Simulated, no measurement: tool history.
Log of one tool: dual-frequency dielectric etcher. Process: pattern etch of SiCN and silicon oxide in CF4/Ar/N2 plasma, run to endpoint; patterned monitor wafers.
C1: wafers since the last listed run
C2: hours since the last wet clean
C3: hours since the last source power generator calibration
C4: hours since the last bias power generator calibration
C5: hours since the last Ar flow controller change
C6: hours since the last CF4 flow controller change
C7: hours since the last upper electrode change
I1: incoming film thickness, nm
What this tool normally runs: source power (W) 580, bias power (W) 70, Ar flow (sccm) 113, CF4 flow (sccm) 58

Run 1, hour 0.0: usual settings; C1 0; C2 529.1; C3 1891.8; C4 2678.4; C5 3431.7; C6 2195.6; C7 1309.1; I1 12.08. Result: endpoint time (s) 12.0.
Run 2, hour 66.6: usual settings but Ar flow (sccm) 105; C1 768; C2 595.7; C3 1958.4; C4 2745.0; C5 3498.3; C6 2262.2; C7 1375.7; I1 12.14. Result: endpoint time (s) 11.8.
At hour 103.4: wet clean of the chamber.
Run 3, hour 115.4: usual settings; C1 286; C2 12.0; C3 2007.2; C4 2793.8; C5 3547.1; C6 2311.0; C7 1424.5; I1 12.10. Result: endpoint time (s) 12.1.
Run 4, hour 188.4: usual settings; C1 842; C2 85.0; C3 2080.2; C4 2866.8; C5 3620.1; C6 2384.0; C7 1497.5; I1 12.12. Result: endpoint time (s) 12.0.
Run 5, hour 230.2: usual settings; C1 482; C2 126.8; C3 2122.0; C4 2908.6; C5 3661.9; C6 2425.8; C7 1539.3; I1 12.07. Result: endpoint time (s) 11.9.
Run 6, hour 313.1: usual settings; C1 956; C2 209.7; C3 2204.9; C4 2991.5; C5 3744.8; C6 2508.7; C7 1622.2; I1 12.06. Result: endpoint time (s) 12.0.
Run 7, hour 352.1: usual settings but Ar flow (sccm) 97; C1 450; C2 248.7; C3 2243.9; C4 3030.5; C5 3783.8; C6 2547.7; C7 1661.2; I1 12.07. Result: endpoint time (s) 11.4.
Run 8, hour 441.1: usual settings but source power (W) 540, bias power (W) 86, Ar flow (sccm) 127, CF4 flow (sccm) 47; C1 1027; C2 337.7; C3 2332.9; C4 3119.5; C5 3872.8; C6 2636.7; C7 1750.2; I1 12.10. Result: endpoint time (s) 11.8.
At hour 492.9: Ar flow controller replaced.
Run 9, hour 494.1: usual settings but bias power (W) 77; C1 542; C2 390.7; C3 2385.9; C4 3172.5; C5 1.2; C6 2689.7; C7 1803.2; I1 12.15. Result: endpoint time (s) 11.6.
Run 10, hour 533.7: usual settings but Ar flow (sccm) 90, CF4 flow (sccm) 45; C1 457; C2 430.3; C3 2425.5; C4 3212.1; C5 40.8; C6 2729.3; C7 1842.8; I1 12.06. Result: endpoint time (s) 11.6.
Run 11, hour 603.9: usual settings; C1 810; C2 500.5; C3 2495.7; C4 3282.3; C5 111.0; C6 2799.5; C7 1913.0; I1 12.25. Result: endpoint time (s) 12.3.
At hour 634.0: CF4 flow controller replaced.
Run 12, hour 666.1: usual settings; C1 648; C2 562.7; C3 2557.9; C4 3344.5; C5 173.2; C6 32.1; C7 1975.2; I1 12.12. Result: endpoint time (s) 12.1.

For run 13, what comes out?
Run 13, hour 724.0: usual settings but bias power (W) 64; C1 668; C2 620.6; C3 2615.8; C4 3402.4; C5 231.1; C6 90.0; C7 2033.1; I1 12.06. Result: endpoint time (s) ?.

Logged for run 13: endpoint time (s) 12.7.
Without the tool's hidden state the same run would have given endpoint time (s) 12.8.
